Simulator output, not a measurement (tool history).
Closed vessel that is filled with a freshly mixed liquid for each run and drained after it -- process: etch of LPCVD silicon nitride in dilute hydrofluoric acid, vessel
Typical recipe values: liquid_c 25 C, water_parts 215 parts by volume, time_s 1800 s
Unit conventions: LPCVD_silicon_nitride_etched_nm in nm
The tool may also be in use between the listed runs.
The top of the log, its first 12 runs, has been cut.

run,hour,liquid_c,water_parts,time_s,wafers since the last listed run,hours since the thermometer was replaced,hours since the hydrofluoric acid flow meter was replaced,hours since the gauge calibration,"read-back film thickness of the LPCVD silicon nitride reference wafer, read on the same gauge (nm)",LPCVD_silicon_nitride_etched_nm
13,875.4,25,165,1465,1579,911.3,412.5,306.4,61.267,4.982
14,964.2,25,155,795,2353,1000.1,501.3,395.2,61.556,2.894
15,1023,20.5,270,1320,1558,1058.9,560.1,454,61.756,2.091
16,1103.8,26.5,160,1800,2141,1139.7,640.9,534.8,61.972,7.124
17,1165,21,250,1195,1621,1200.9,702.1,596,62.111,2.14
18,1206.5,25,215,1800,1099,1242.4,743.6,637.5,62.22,4.802
19,1260.9,25,215,1800,1441,1296.8,798,691.9,62.252,4.762
20,1310.5,25,215,1800,1314,1346.4,847.6,741.5,62.385,4.765
21,1385.8,20,145,1345,1995,1421.7,922.9,816.8,62.459,3.85
22,1480.9,25,165,1465,2520,1516.8,1018,911.9,62.625,5.081
# hour 1482.3: thermometer replaced
23,1588,25,215,1800,2811,105.7,1125.1,1019,62.726,4.759
24,1678.6,25,215,1800,2400,196.3,1215.7,1109.6,62.777,4.773
25,1754.7,25,215,880,2016,272.4,1291.8,1185.7,62.821,2.345
26,1827.6,25,215,1370,1931,345.3,1364.7,1258.6,62.848,3.604
27,1904.9,25,215,1800,2048,422.6,1442,1335.9,62.944,4.912
28,1972.6,29,310,1800,1794,490.3,1509.7,1403.6,62.981,4.231
29,2028.6,25,315,1800,1484,546.3,1565.7,1459.6,62.97,3.281
30,2098.4,25,215,2755,1849,616.1,1635.5,1529.4,62.998,7.428
31,2152.4,25,285,1245,1431,670.1,1689.5,1583.4,62.999,2.498
# hour 2246.2: gauge calibrated
32,2249.4,25,215,1800,2570,767.1,1786.5,3.2,59.758,4.561

Run 33 comes next. What will it give?
33,2336,29,135,1205,2294,853.7,1873.1,89.8,?,?

read-back film thickness of the LPCVD silicon nitride reference wafer, read on the same gauge (nm): 60.335
LPCVD_silicon_nitride_etched_nm: 6.361 nm
Take away the tool's hidden state, keep the run-to-run variation as it was, and the same run would have given LPCVD_silicon_nitride_etched_nm 6.328 nm.

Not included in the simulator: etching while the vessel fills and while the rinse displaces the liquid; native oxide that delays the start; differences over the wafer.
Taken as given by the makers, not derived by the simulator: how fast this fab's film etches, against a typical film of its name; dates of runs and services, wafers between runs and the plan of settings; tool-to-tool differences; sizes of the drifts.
